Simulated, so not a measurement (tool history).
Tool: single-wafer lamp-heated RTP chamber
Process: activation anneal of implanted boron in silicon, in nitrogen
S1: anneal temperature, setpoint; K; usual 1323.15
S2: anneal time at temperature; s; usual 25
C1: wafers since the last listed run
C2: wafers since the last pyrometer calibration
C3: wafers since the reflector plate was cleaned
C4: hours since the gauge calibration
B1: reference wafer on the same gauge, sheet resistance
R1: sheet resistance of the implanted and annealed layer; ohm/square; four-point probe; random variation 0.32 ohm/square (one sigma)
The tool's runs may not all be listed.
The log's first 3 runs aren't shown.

run 4 hour=37.8 | S1=1323.15 S2=25 | C1=177 C2=1738 C3=3136 C4=225.9 | B1=230.91 | R1=212.47
-- hour=49.1 pyrometer window cleaned and pyrometer calibrated
run 5 hour=49.6 | S1=1331.15 S2=22 | C1=42 C2=5 C3=3178 C4=237.7 | B1=230.87 | R1=212.04
run 6 hour=63 | S1=1309.15 S2=17 | C1=148 C2=154 C3=3327 C4=251.1 | B1=230.91 | R1=214.8
run 7 hour=74.3 | S1=1309.15 S2=17 | C1=125 C2=279 C3=3452 C4=262.4 | B1=231.11 | R1=215.03
run 8 hour=90.1 | S1=1309.15 S2=17 | C1=175 C2=454 C3=3627 C4=278.2 | B1=231.09 | R1=214.94
run 9 hour=97.7 | S1=1303.15 S2=25 | C1=84 C2=538 C3=3711 C4=285.8 | B1=230.95 | R1=215.02
run 10 hour=104.6 | S1=1303.15 S2=25 | C1=76 C2=615 C3=3788 C4=292.7 | B1=231.03 | R1=213.78
run 11 hour=114.1 | S1=1323.15 S2=25 | C1=105 C2=720 C3=3893 C4=302.2 | B1=231.06 | R1=213.11
run 12 hour=125.1 | S1=1323.15 S2=25 | C1=121 C2=842 C3=4015 C4=313.2 | B1=230.94 | R1=212.83
run 13 hour=141.4 | S1=1323.15 S2=25 | C1=180 C2=1022 C3=4195 C4=329.5 | B1=231.05 | R1=212.64
run 14 hour=151 | S1=1323.15 S2=25 | C1=106 C2=1129 C3=4302 C4=339.1 | B1=231.1 | R1=212.99
run 15 hour=163.5 | S1=1323.15 S2=25 | C1=138 C2=1267 C3=4440 C4=351.6 | B1=231.07 | R1=213.44
run 16 hour=170.6 | S1=1323.15 S2=25 | C1=78 C2=1346 C3=4519 C4=358.7 | B1=230.91 | R1=212.9
-- hour=190.4 pyrometer window cleaned and pyrometer calibrated
run 17 hour=190.9 | S1=1347.15 S2=25 | C1=136 C2=5 C3=4655 C4=379 | B1=231.11 | R1=210.86
run 18 hour=224.4 | S1=1323.15 S2=20 | C1=371 C2=376 C3=5026 C4=412.5 | B1=230.94 | R1=212.78

The next listed run, before its measurement:
run 19 hour=234.9 | S1=1313.15 S2=31 | C1=116 C2=492 C3=5143 C4=423 | B1=? | R1=?

{"run 19": {"B1": 231.08, "R1": 212.94}}
Without the tool's hidden state the same run would have given R1 212.94 ohm/square.
